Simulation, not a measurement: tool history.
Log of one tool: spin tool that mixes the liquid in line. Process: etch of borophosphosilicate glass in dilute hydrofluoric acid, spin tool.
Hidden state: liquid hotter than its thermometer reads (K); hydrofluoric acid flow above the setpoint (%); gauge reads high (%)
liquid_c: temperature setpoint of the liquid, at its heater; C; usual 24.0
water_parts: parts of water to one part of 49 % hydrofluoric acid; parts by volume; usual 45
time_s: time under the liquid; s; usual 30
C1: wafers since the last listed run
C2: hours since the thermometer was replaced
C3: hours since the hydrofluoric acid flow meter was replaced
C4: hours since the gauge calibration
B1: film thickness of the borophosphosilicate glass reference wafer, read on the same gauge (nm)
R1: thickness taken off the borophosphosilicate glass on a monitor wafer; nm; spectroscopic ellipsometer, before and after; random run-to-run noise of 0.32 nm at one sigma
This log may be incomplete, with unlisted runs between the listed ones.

Run 1, hour 0.0: usual settings; C1 0; C2 287.7; C3 1731.6; C4 77.4; B1 89.96. Result: R1 40.26 nm.
Run 2, hour 14.1: usual settings but liquid_c 23.0 C, time_s 40 s; C1 206; C2 301.8; C3 1745.7; C4 91.5; B1 89.99. Result: R1 51.45 nm.
Run 3, hour 70.3: usual settings but liquid_c 23.0 C, time_s 40 s; C1 822; C2 358.0; C3 1801.9; C4 147.7; B1 89.95. Result: R1 52.75 nm.
Run 4, hour 86.1: usual settings; C1 231; C2 373.8; C3 1817.7; C4 163.5; B1 90.00. Result: R1 40.65 nm.
Run 5, hour 104.4: usual settings; C1 267; C2 392.1; C3 1836.0; C4 181.8; B1 90.01. Result: R1 40.52 nm.
Run 6, hour 135.0: usual settings; C1 447; C2 422.7; C3 1866.6; C4 212.4; B1 90.00. Result: R1 40.21 nm.
Run 7, hour 157.5: usual settings but time_s 20 s; C1 329; C2 445.2; C3 1889.1; C4 234.9; B1 89.97. Result: R1 27.28 nm.
Run 8, hour 193.1: usual settings but time_s 20 s; C1 520; C2 480.8; C3 1924.7; C4 270.5; B1 90.00. Result: R1 27.47 nm.
Run 9, hour 228.9: usual settings; C1 523; C2 516.6; C3 1960.5; C4 306.3; B1 89.94. Result: R1 40.86 nm.
Run 10, hour 262.6: usual settings; C1 492; C2 550.3; C3 1994.2; C4 340.0; B1 90.01. Result: R1 41.05 nm.
Run 11, hour 281.6: usual settings but liquid_c 22.0 C; C1 277; C2 569.3; C3 2013.2; C4 359.0; B1 89.99. Result: R1 38.05 nm.
Run 12, hour 314.0: usual settings but liquid_c 22.0 C; C1 473; C2 601.7; C3 2045.6; C4 391.4; B1 90.00. Result: R1 37.25 nm.
Run 13, hour 336.9: usual settings but liquid_c 22.0 C; C1 334; C2 624.6; C3 2068.5; C4 414.3; B1 89.97. Result: R1 37.67 nm.
Run 14, hour 356.8: usual settings but time_s 45 s; C1 291; C2 644.5; C3 2088.4; C4 434.2; B1 90.02. Result: R1 62.47 nm.
Run 15, hour 386.9: usual settings; C1 440; C2 674.6; C3 2118.5; C4 464.3; B1 90.00. Result: R1 41.03 nm.
At hour 402.7: hydrofluoric acid flow meter replaced.
Run 16, hour 407.7: usual settings but liquid_c 20.0 C; C1 289; C2 695.4; C3 5.0; C4 485.1; B1 89.95. Result: R1 34.84 nm.
Run 17, hour 423.1: usual settings but time_s 25 s; C1 225; C2 710.8; C3 20.4; C4 500.5; B1 89.98. Result: R1 34.38 nm.
Run 18, hour 454.9: usual settings; C1 465; C2 742.6; C3 52.2; C4 532.3; B1 90.02. Result: R1 41.82 nm.
Run 19, hour 486.9: usual settings but liquid_c 22.0 C, water_parts 55 parts by volume, time_s 40 s; C1 468; C2 774.6; C3 84.2; C4 564.3; B1 90.00. Result: R1 41.16 nm.
Run 20, hour 510.4: usual settings but water_parts 65 parts by volume, time_s 40 s; C1 343; C2 798.1; C3 107.7; C4 587.8; B1 90.02. Result: R1 37.56 nm.
At hour 526.0: gauge calibrated.
Run 21, hour 540.3: usual settings but liquid_c 21.0 C, water_parts 35 parts by volume; C1 437; C2 828.0; C3 137.6; C4 14.3; B1 90.00. Result: R1 48.49 nm.
Run 22, hour 558.9: usual settings but water_parts 60 parts by volume; C1 272; C2 846.6; C3 156.2; C4 32.9; B1 89.99. Result: R1 31.02 nm.
At hour 574.5: thermometer replaced.
Run 23, hour 588.4: usual settings; C1 416; C2 13.9; C3 185.7; C4 62.4; B1 90.00. Result: R1 39.47 nm.
Run 24, hour 618.5: usual settings but liquid_c 29.0 C, water_parts 60 parts by volume; C1 440; C2 44.0; C3 215.8; C4 92.5; B1 90.02. Result: R1 36.02 nm.
Run 25, hour 637.5: usual settings but water_parts 60 parts by volume, time_s 50 s; C1 277; C2 63.0; C3 234.8; C4 111.5; B1 90.03. Result: R1 49.05 nm.
Run 26, hour 655.4: usual settings but liquid_c 21.5 C, water_parts 30 parts by volume, time_s 15 s; C1 261; C2 80.9; C3 252.7; C4 129.4; B1 90.01. Result: R1 27.68 nm.
Run 27, hour 682.0: usual settings but liquid_c 20.5 C, water_parts 65 parts by volume, time_s 15 s; C1 389; C2 107.5; C3 279.3; C4 156.0; B1 89.98. Result: R1 11.69 nm.
Run 28, hour 695.7: usual settings but liquid_c 22.5 C, water_parts 50 parts by volume, time_s 35 s; C1 200; C2 121.2; C3 293.0; C4 169.7; B1 89.99. Result: R1 39.11 nm.
Run 29, hour 722.4: usual settings but time_s 15 s; C1 390; C2 147.9; C3 319.7; C4 196.4; B1 90.01. Result: R1 19.98 nm.
Run 30, hour 744.9: usual settings; C1 329; C2 170.4; C3 342.2; C4 218.9; B1 89.99. Result: R1 40.36 nm.
Run 31, hour 759.0: usual settings but liquid_c 19.5 C; C1 206; C2 184.5; C3 356.3; C4 233.0; B1 90.00. Result: R1 33.29 nm.

What if the next run were any one of these 5? Each begins from the tool's condition after run 31:
Run A, hour 759.4: usual settings; C1 5; C2 184.9; C3 356.7; C4 233.4; B1 ?. Result: R1 ?.
Run B, hour 759.4: usual settings but water_parts 25 parts by volume; C1 5; C2 184.9; C3 356.7; C4 233.4; B1 ?. Result: R1 ?.
Run C, hour 759.4: usual settings but liquid_c 19.5 C, water_parts 60 parts by volume, time_s 20 s; C1 5; C2 184.9; C3 356.7; C4 233.4; B1 ?. Result: R1 ?.
Run D, hour 759.4: usual settings but time_s 40 s; C1 5; C2 184.9; C3 356.7; C4 233.4; B1 ?. Result: R1 ?.
Run E, hour 759.4: usual settings but liquid_c 27.0 C, water_parts 35 parts by volume, time_s 35 s; C1 5; C2 184.9; C3 356.7; C4 233.4; B1 ?. Result: R1 ?.

run     B1     R1
  A  90.01  40.25
  B  90.01  74.45
  C  90.01  16.37
  D  90.01  53.67
  E  90.01  69.23
Had the tool no hidden state, the same runs would have come out as:
run     R1
  A  39.74
  B  73.48
  C  16.16
  D  52.99
  E  68.37

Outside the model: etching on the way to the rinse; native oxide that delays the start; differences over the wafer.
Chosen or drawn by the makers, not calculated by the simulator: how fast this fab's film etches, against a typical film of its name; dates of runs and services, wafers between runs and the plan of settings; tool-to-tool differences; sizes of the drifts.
